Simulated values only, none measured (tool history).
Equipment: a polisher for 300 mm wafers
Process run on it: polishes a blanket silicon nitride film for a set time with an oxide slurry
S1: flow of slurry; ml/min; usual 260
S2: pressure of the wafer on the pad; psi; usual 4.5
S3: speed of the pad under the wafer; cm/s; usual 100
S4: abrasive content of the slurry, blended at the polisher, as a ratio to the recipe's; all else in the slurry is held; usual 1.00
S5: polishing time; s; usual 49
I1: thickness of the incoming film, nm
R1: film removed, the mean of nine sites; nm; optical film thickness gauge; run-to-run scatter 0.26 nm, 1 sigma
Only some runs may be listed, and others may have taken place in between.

| run | hour | S1 | S2 | S3 | S4 | S5 | I1 | R1 |
|---|---|---|---|---|---|---|---|---|
| 1 | 0.0 | 200 | 4.5 | 100 | 1.00 | 38 | 466.7 | 27.9 |
| 2 | 47.5 | 200 | 4.5 | 100 | 1.00 | 38 | 467.6 | 27.5 |
|  | 78.2 | conditioning disc replaced and pad reconditioned |
| 3 | 113.6 | 200 | 4.5 | 100 | 1.00 | 38 | 473.8 | 27.9 |
|  | 147.2 | slurry blender recalibrated |
| 4 | 148.1 | 260 | 4.5 | 78 | 1.00 | 62 | 468.2 | 40.2 |
| 5 | 208.7 | 260 | 4.9 | 100 | 1.00 | 49 | 477.3 | 41.3 |
|  | 260.2 | head pressure recalibrated |
| 6 | 268.7 | 260 | 4.9 | 100 | 1.00 | 49 | 472.3 | 38.2 |
| 7 | 294.4 | 260 | 4.5 | 90 | 0.95 | 49 | 465.9 | 31.2 |
|  | 310.3 | worn pad replaced by a new one |
| 8 | 356.0 | 190 | 5.9 | 100 | 0.80 | 33 | 473.0 | 24.8 |
|  | 416.4 | slurry nozzle cleaned |
| 9 | 427.4 | 260 | 3.7 | 100 | 0.70 | 49 | 469.8 | 20.5 |
| 10 | 466.8 | 325 | 5.2 | 100 | 0.80 | 43 | 464.9 | 30.9 |
|  | 477.7 | slurry blender recalibrated |
| 11 | 501.9 | 260 | 4.5 | 100 | 1.00 | 49 | 467.4 | 38.5 |
|  | 506.3 | conditioning disc replaced and pad reconditioned |
| 12 | 528.3 | 335 | 4.5 | 78 | 1.00 | 61 | 475.7 | 39.3 |
| 13 | 578.4 | 260 | 4.5 | 100 | 1.00 | 41 | 464.2 | 31.8 |
| 14 | 634.3 | 200 | 4.5 | 100 | 1.00 | 38 | 475.0 | 28.6 |
|  | 682.0 | worn pad replaced by a new one |
| 15 | 697.0 | 260 | 4.5 | 100 | 1.00 | 43 | 470.2 | 33.8 |
|  | 800.1 | head pressure recalibrated |
| 16 | 833.2 | 345 | 4.5 | 116 | 1.00 | 49 | 477.2 | 40.6 |
|  | 911.4 | conditioning disc replaced and pad reconditioned |
|  | 916.1 | slurry blender recalibrated |
| 17 | 1003.8 | 260 | 6.1 | 100 | 1.25 | 49 | 464.3 | 59.1 |
| 18 | 1071.1 | 230 | 4.1 | 100 | 0.80 | 42 | 467.9 | 23.4 |
|  | 1104.0 | worn pad replaced by a new one |
| 19 | 1114.7 | 260 | 4.5 | 80 | 0.70 | 36 | 468.0 | 15.6 |

For run 20, what comes out?
| 20 | 1185.1 | 260 | 3.5 | 100 | 1.00 | 64 | 473.1 | ? |

{"run 20": {"R1": 37.9}}
Were there no unlogged condition in the tool, this run, its random variation unchanged, would have produced R1 35.4 nm.
